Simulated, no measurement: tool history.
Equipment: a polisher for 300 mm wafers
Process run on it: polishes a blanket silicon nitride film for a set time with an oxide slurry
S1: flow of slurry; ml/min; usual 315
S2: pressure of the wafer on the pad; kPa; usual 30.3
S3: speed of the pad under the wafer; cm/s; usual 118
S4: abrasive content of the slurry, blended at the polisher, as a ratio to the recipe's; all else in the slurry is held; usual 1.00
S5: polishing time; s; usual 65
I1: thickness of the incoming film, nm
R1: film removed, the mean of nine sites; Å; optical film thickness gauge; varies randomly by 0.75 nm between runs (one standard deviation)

run,hour,S1,S2,S3,S4,S5,I1,R1
1,0.0,315,30.3,118,1.00,65,385.3,460
# hour 75.8: worn pad replaced by a new one
2,95.4,315,30.3,118,1.00,65,388.7,458
3,141.5,315,30.3,118,1.00,65,380.1,444
# hour 169.2: slurry blender recalibrated
4,182.4,315,30.3,118,1.00,65,378.1,435
# hour 234.0: conditioning disc replaced and pad reconditioned
# hour 265.5: slurry nozzle cleaned
5,278.1,315,30.3,118,1.00,65,376.6,435
6,326.8,315,33.8,118,1.00,65,384.4,463
7,377.4,315,30.3,118,1.00,65,386.7,427
8,417.8,315,30.3,118,1.00,65,385.4,417
9,488.1,315,30.3,118,1.00,65,380.8,417
# hour 495.3: head pressure recalibrated
10,595.6,315,40.0,118,0.85,65,384.1,491
# hour 600.1: slurry blender recalibrated
# hour 671.5: worn pad replaced by a new one, repeated, since the last time left the tool worse
11,683.7,280,30.3,118,0.75,65,381.1,438
# hour 696.5: slurry nozzle cleaned
# hour 739.6: conditioning disc replaced and pad reconditioned
12,772.1,315,30.3,80,1.00,65,374.9,360
13,840.2,315,30.3,118,1.00,65,381.0,490
14,908.1,350,30.3,118,1.00,65,383.0,471

Run 15 comes next. What will it give?
15,950.5,315,30.3,118,1.10,65,377.0,?

R1: 501 Å
Had the tool carried no hidden state, the very same run would have given R1 534 Å.
